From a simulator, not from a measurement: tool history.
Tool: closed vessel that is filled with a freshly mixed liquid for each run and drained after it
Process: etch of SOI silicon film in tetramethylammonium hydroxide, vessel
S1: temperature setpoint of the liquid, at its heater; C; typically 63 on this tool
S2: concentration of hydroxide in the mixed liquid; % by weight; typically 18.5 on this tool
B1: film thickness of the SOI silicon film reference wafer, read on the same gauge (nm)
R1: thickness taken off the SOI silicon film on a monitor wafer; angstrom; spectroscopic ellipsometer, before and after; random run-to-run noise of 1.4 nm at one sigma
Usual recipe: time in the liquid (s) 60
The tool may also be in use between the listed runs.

{"run": 1, "hour": 0.0, "S1": 63, "S2": 18.5, "time in the liquid (s)": 60, "B1": 89.98, "R1": 2158.1}
{"run": 2, "hour": 38.1, "S1": 63, "S2": 18.5, "time in the liquid (s)": 60, "B1": 90.02, "R1": 2135.2}
{"run": 3, "hour": 63.8, "S1": 63, "S2": 18.5, "time in the liquid (s)": 60, "B1": 90.01, "R1": 2128.6}
{"run": 4, "hour": 90.2, "S1": 61.5, "S2": 18.5, "time in the liquid (s)": 60, "B1": 90, "R1": 1950.2}
{"run": 5, "hour": 141.8, "S1": 61.5, "S2": 18.5, "time in the liquid (s)": 60, "B1": 89.95, "R1": 1934.3}
{"run": 6, "hour": 198.2, "S1": 61.5, "S2": 18.5, "time in the liquid (s)": 60, "B1": 89.99, "R1": 1949.7}
{"run": 7, "hour": 255.6, "S1": 60.5, "S2": 18.5, "time in the liquid (s)": 60, "B1": 89.99, "R1": 1783.8}
{"run": 8, "hour": 324.2, "S1": 60.5, "S2": 18.5, "time in the liquid (s)": 60, "B1": 90.01, "R1": 1798.2}
{"run": 9, "hour": 502.3, "S1": 63, "S2": 18.5, "time in the liquid (s)": 60, "B1": 89.99, "R1": 2080.9}
{"hour": 561.2, "done": "hydroxide flow meter replaced"}
{"run": 10, "hour": 567.9, "S1": 63, "S2": 18.5, "time in the liquid (s)": 60, "B1": 90.03, "R1": 2046.6}
{"run": 11, "hour": 633.5, "S1": 63, "S2": 18.5, "time in the liquid (s)": 90, "B1": 89.99, "R1": 3118}
{"run": 12, "hour": 687.6, "S1": 63, "S2": 18.5, "time in the liquid (s)": 90, "B1": 90, "R1": 3079.1}
{"run": 13, "hour": 738.7, "S1": 63, "S2": 18.5, "time in the liquid (s)": 90, "B1": 89.98, "R1": 3091.4}
{"run": 14, "hour": 791.9, "S1": 63, "S2": 18.5, "time in the liquid (s)": 60, "B1": 90, "R1": 2018.6}
{"hour": 947.3, "done": "thermometer replaced"}
{"run": 15, "hour": 974.9, "S1": 63, "S2": 18.5, "time in the liquid (s)": 60, "B1": 89.98, "R1": 2156.4}
{"run": 16, "hour": 1038.5, "S1": 65.5, "S2": 18.5, "time in the liquid (s)": 80, "B1": 90, "R1": 3334.8}
{"run": 17, "hour": 1062.9, "S1": 65.5, "S2": 18.5, "time in the liquid (s)": 30, "B1": 89.99, "R1": 1250.9}
{"run": 18, "hour": 1100.7, "S1": 63, "S2": 18.5, "time in the liquid (s)": 60, "B1": 89.97, "R1": 2159.1}
{"run": 19, "hour": 1135.8, "S1": 59.5, "S2": 18.5, "time in the liquid (s)": 60, "B1": 90.03, "R1": 1745}
{"hour": 1181.0, "done": "hydroxide flow meter replaced"}
{"run": 20, "hour": 1181.5, "S1": 69.5, "S2": 21.5, "time in the liquid (s)": 35, "B1": 90.01, "R1": 1703.4}
{"run": 21, "hour": 1212.9, "S1": 63, "S2": 18.5, "time in the liquid (s)": 60, "B1": 89.97, "R1": 2117.7}
{"hour": 1213.2, "done": "gauge calibrated"}
{"run": 22, "hour": 1276.2, "S1": 61, "S2": 15, "time in the liquid (s)": 60, "B1": 89.99, "R1": 2010.1}
{"run": 23, "hour": 1301.2, "S1": 69.5, "S2": 22, "time in the liquid (s)": 90, "B1": 90.02, "R1": 4286.8}
{"run": 24, "hour": 1339.1, "S1": 63, "S2": 18.5, "time in the liquid (s)": 60, "B1": 90, "R1": 2073}
{"run": 25, "hour": 1467.8, "S1": 63, "S2": 18.5, "time in the liquid (s)": 60, "B1": 89.96, "R1": 2100.2}
{"run": 26, "hour": 1519.4, "S1": 63, "S2": 18.5, "time in the liquid (s)": 60, "B1": 90.03, "R1": 2072.6}
{"run": 27, "hour": 1588.9, "S1": 59, "S2": 18.5, "time in the liquid (s)": 75, "B1": 90.02, "R1": 2031.9}
{"run": 28, "hour": 1622.5, "S1": 63, "S2": 18.5, "time in the liquid (s)": 60, "B1": 90.01, "R1": 2087.4}
{"run": 29, "hour": 1676.3, "S1": 60, "S2": 21, "time in the liquid (s)": 45, "B1": 90, "R1": 1207}
{"run": 30, "hour": 1717.8, "S1": 70, "S2": 15.5, "time in the liquid (s)": 60, "B1": 89.99, "R1": 3370.9}
{"run": 31, "hour": 1747.4, "S1": 63, "S2": 15, "time in the liquid (s)": 90, "B1": 90, "R1": 3359.1}
{"hour": 1788.8, "done": "hydroxide flow meter replaced"}
{"run": 32, "hour": 1798.6, "S1": 58, "S2": 17, "time in the liquid (s)": 85, "B1": 89.99, "R1": 2185.9}
{"run": 33, "hour": 1839.6, "S1": 60, "S2": 18.5, "time in the liquid (s)": 45, "B1": 90, "R1": 1270}
{"run": 34, "hour": 1884.1, "S1": 63, "S2": 18.5, "time in the liquid (s)": 60, "B1": 90.01, "R1": 2059.3}

How would selected steps in R1 from run to run divide? Give the signed amount a tool lacking its hidden state would still show from settings, what came in and random variation, and the signed amount left for the hidden state, including any gauge scatter that is not in both of the compared results.
Hidden state at play: liquid colder than its thermometer reads (K); hydroxide flow above the setpoint (%); gauge reads high (%).
Run 14 -> 15: thermometer replaced. R1 +137.8 angstrom: hidden state +106.4, all else +31.4.
Run 22 -> 23: S1 61 -> 69.5, S2 15 -> 22, time in the liquid (s) 60 -> 90. R1 +2276.7 angstrom: hidden state -66.2, all else +2342.9.
Run 23 -> 24: S1 69.5 -> 63, S2 22 -> 18.5, time in the liquid (s) 90 -> 60. R1 -2213.8 angstrom: hidden state +57.3, all else -2271.1.
Run 29 -> 30: S1 60 -> 70, S2 21 -> 15.5, time in the liquid (s) 45 -> 60. R1 +2163.9 angstrom: hidden state -117.5, all else +2281.4.

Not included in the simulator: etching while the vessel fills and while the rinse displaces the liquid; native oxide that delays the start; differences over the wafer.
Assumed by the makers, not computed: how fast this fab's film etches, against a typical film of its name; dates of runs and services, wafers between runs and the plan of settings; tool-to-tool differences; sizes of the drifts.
